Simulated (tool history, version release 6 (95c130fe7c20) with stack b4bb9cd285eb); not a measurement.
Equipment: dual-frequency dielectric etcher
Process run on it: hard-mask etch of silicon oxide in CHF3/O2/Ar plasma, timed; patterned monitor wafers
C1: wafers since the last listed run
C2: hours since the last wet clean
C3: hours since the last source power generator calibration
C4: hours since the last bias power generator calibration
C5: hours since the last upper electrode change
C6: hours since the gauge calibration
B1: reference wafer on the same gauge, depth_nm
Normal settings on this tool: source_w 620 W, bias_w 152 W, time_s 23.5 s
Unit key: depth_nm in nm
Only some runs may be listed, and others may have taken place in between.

Run 1, hour 0.0: usual settings; C1 0; C2 306.7; C3 1600.8; C4 3749.1; C5 2455.1; C6 251.9; B1 44.79. Result: depth_nm 42.62 nm.
Run 2, hour 77.8: usual settings; C1 1179; C2 384.5; C3 1678.6; C4 3826.9; C5 2532.9; C6 329.7; B1 44.82. Result: depth_nm 42.59 nm.
Run 3, hour 146.4: usual settings; C1 1040; C2 453.1; C3 1747.2; C4 3895.5; C5 2601.5; C6 398.3; B1 44.84. Result: depth_nm 43.00 nm.
Run 4, hour 224.2: usual settings but time_s 19.0 s; C1 1179; C2 530.9; C3 1825.0; C4 3973.3; C5 2679.3; C6 476.1; B1 44.82. Result: depth_nm 34.74 nm.
At hour 254.3: wet clean of the chamber.
Run 5, hour 281.6: usual settings but time_s 19.0 s; C1 506; C2 27.3; C3 1882.4; C4 4030.7; C5 2736.7; C6 533.5; B1 44.83. Result: depth_nm 34.15 nm.
Run 6, hour 372.5: usual settings; C1 1378; C2 118.2; C3 1973.3; C4 4121.6; C5 2827.6; C6 624.4; B1 44.77. Result: depth_nm 42.28 nm.
Run 7, hour 439.1: usual settings; C1 1009; C2 184.8; C3 2039.9; C4 4188.2; C5 2894.2; C6 691.0; B1 44.80. Result: depth_nm 42.16 nm.
Run 8, hour 482.1: usual settings but bias_w 163 W, time_s 20.5 s; C1 651; C2 227.8; C3 2082.9; C4 4231.2; C5 2937.2; C6 734.0; B1 44.83. Result: depth_nm 37.80 nm.
Run 9, hour 582.1: usual settings but bias_w 160 W; C1 1516; C2 327.8; C3 2182.9; C4 4331.2; C5 3037.2; C6 834.0; B1 44.80. Result: depth_nm 43.00 nm.
At hour 616.6: bias power generator calibrated.
Run 10, hour 638.6: usual settings but bias_w 160 W; C1 795; C2 384.3; C3 2239.4; C4 22.0; C5 3093.7; C6 890.5; B1 44.78. Result: depth_nm 43.15 nm.
At hour 799.9: wet clean of the chamber.
Run 11, hour 829.2: usual settings but bias_w 160 W; C1 2525; C2 29.3; C3 2430.0; C4 212.6; C5 3284.3; C6 1081.1; B1 44.79. Result: depth_nm 42.71 nm.
Run 12, hour 927.2: usual settings but time_s 26.0 s; C1 1485; C2 127.3; C3 2528.0; C4 310.6; C5 3382.3; C6 1179.1; B1 44.80. Result: depth_nm 46.90 nm.
At hour 977.5: source power generator calibrated.
Run 13, hour 1027.2: usual settings but bias_w 124 W; C1 1455; C2 227.3; C3 49.7; C4 410.6; C5 3482.3; C6 1279.1; B1 44.82. Result: depth_nm 41.18 nm.
At hour 1075.9: upper electrode replaced.
Run 14, hour 1098.8: usual settings; C1 721; C2 298.9; C3 121.3; C4 482.2; C5 22.9; C6 1350.7; B1 44.80. Result: depth_nm 42.97 nm.
At hour 1099.6: gauge calibrated.
Run 15, hour 1171.4: usual settings but source_w 660 W, bias_w 180 W, time_s 19.5 s; C1 1100; C2 371.5; C3 193.9; C4 554.8; C5 95.5; C6 71.8; B1 44.79. Result: depth_nm 38.56 nm.
Run 16, hour 1269.1: usual settings but source_w 740 W, bias_w 117 W; C1 1481; C2 469.2; C3 291.6; C4 652.5; C5 193.2; C6 169.5; B1 44.81. Result: depth_nm 43.97 nm.
At hour 1303.8: wet clean of the chamber.
Run 17, hour 1315.3: usual settings; C1 336; C2 11.5; C3 337.8; C4 698.7; C5 239.4; C6 215.7; B1 44.81. Result: depth_nm 42.69 nm.
Run 18, hour 1368.0: usual settings but time_s 21.5 s; C1 798; C2 64.2; C3 390.5; C4 751.4; C5 292.1; C6 268.4; B1 44.80. Result: depth_nm 38.84 nm.
Run 19, hour 1463.4: usual settings; C1 1446; C2 159.6; C3 485.9; C4 846.8; C5 387.5; C6 363.8; B1 44.81. Result: depth_nm 42.81 nm.
Run 20, hour 1532.0: usual settings but source_w 700 W, bias_w 163 W, time_s 18.5 s; C1 1040; C2 228.2; C3 554.5; C4 915.4; C5 456.1; C6 432.4; B1 44.84. Result: depth_nm 36.17 nm.
Run 21, hour 1580.2: usual settings but bias_w 173 W, time_s 17.0 s; C1 730; C2 276.4; C3 602.7; C4 963.6; C5 504.3; C6 480.6; B1 44.80. Result: depth_nm 32.02 nm.
Run 22, hour 1673.4: usual settings but source_w 510 W; C1 1412; C2 369.6; C3 695.9; C4 1056.8; C5 597.5; C6 573.8; B1 44.80. Result: depth_nm 39.19 nm.
Run 23, hour 1722.8: usual settings but source_w 690 W, bias_w 167 W; C1 748; C2 419.0; C3 745.3; C4 1106.2; C5 646.9; C6 623.2; B1 44.80. Result: depth_nm 45.94 nm.
Run 24, hour 1800.0: usual settings but source_w 480 W, bias_w 128 W; C1 1170; C2 496.2; C3 822.5; C4 1183.4; C5 724.1; C6 700.4; B1 44.82. Result: depth_nm 36.42 nm.

Give the tool's hidden conditions for every run:
bias power that arrives over what is set, %: 0, the same for each run
gauge reads high (%): 0, the same for each run
H1: etch rate over this chamber's usual, %
H2: source power that arrives over what is set, %
run      H1      H2
  1   0.689   -3.63
  2   0.899   -3.71
  3    1.08   -3.77
  4     1.3   -3.84
  5  0.0913   -3.89
  6   0.337   -3.96
  7   0.517      -4
  8   0.633   -4.03
  9   0.904   -4.09
 10    1.06   -4.12
 11   0.111   -4.22
 12   0.376   -4.26
 13   0.647  -0.514
 14    0.84  -0.865
 15    1.04    -1.2
 16     1.3   -1.61
 17  -0.089   -1.78
 18  0.0534   -1.98
 19   0.311   -2.31
 20   0.497   -2.52
 21   0.627   -2.67
 22   0.879   -2.92
 23    1.01   -3.05
 24    1.22   -3.24
